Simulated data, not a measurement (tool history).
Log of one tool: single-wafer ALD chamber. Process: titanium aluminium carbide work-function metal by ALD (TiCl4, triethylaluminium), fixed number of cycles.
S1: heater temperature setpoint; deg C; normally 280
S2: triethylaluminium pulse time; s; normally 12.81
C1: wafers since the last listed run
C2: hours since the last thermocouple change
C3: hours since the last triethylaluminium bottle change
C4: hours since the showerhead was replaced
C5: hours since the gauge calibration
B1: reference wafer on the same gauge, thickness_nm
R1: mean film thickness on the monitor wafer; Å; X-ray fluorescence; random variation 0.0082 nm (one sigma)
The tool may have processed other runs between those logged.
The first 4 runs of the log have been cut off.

run    hour   S1     S2    C1      C2     C3      C4      C5     B1     R1
  5   221.5  280  12.81   387  1081.1  421.9    3872   945.9  1.908  18.78
  6   246.9  280  12.81   233  1106.5  447.3  3897.4   971.3   1.91  18.84
      282.2  -- triethylaluminium bottle replaced
  7   283.8  280  12.81   265  1143.4    1.6  3934.3  1008.2  1.911  18.88
  8   328.3  285  12.81   408  1187.9   46.1  3978.8  1052.7   1.91  19.38
  9   434.6  280  12.81   975  1294.2  152.4  4085.1    1159  1.912  19.04
 10   462.2  280  12.81   253  1321.8    180  4112.7  1186.6  1.909  19.07
 11   511.8  280  12.81   455  1371.4  229.6  4162.3  1236.2   1.91  18.89
 12   539.6  287  14.64   255  1399.2  257.4  4190.1    1264   1.91   19.9
 13     577  287  14.64   343  1436.6  294.8  4227.5  1301.4  1.909  19.74
 14   621.1  287  14.64   404  1480.7  338.9  4271.6  1345.5  1.909  19.85
 15   653.7  280  10.74   299  1513.3  371.5  4304.2  1378.1   1.91   18.9
 16   711.7  280  10.74   532  1571.3  429.5  4362.2  1436.1   1.91  18.79
 17   751.2  292  10.98   362  1610.8    469  4401.7  1475.6  1.912  19.96
      761.8  -- triethylaluminium bottle replaced
      826.3  -- showerhead replaced
 18   826.8  266  10.72   546  1686.4     65     0.5  1551.2   1.91  17.55
      966.7  -- thermocouple changed; heater temperature recalibrated
 19   997.2  286  12.81  1489    30.5  235.4   170.9  1721.6   1.91  19.33
 20  1058.8  267   14.1   565    92.1    297   232.5  1783.2   1.91  17.44
 21    1112  271   8.98   488   145.3  350.2   285.7  1836.4  1.911  17.26
       1149  -- gauge calibrated
 22  1154.4  280  12.81   389   187.7  392.6   328.1     5.4  1.911  18.68

What does the tool deliver on the next run?
 23  1207  280  8.07  482  240.3  445.2  380.7  58   ?   ?

B1: 1.907
R1: 18.04 Å
On a tool with no hidden condition, and with the same random variation, this run would have come out at R1 18.11 Å.

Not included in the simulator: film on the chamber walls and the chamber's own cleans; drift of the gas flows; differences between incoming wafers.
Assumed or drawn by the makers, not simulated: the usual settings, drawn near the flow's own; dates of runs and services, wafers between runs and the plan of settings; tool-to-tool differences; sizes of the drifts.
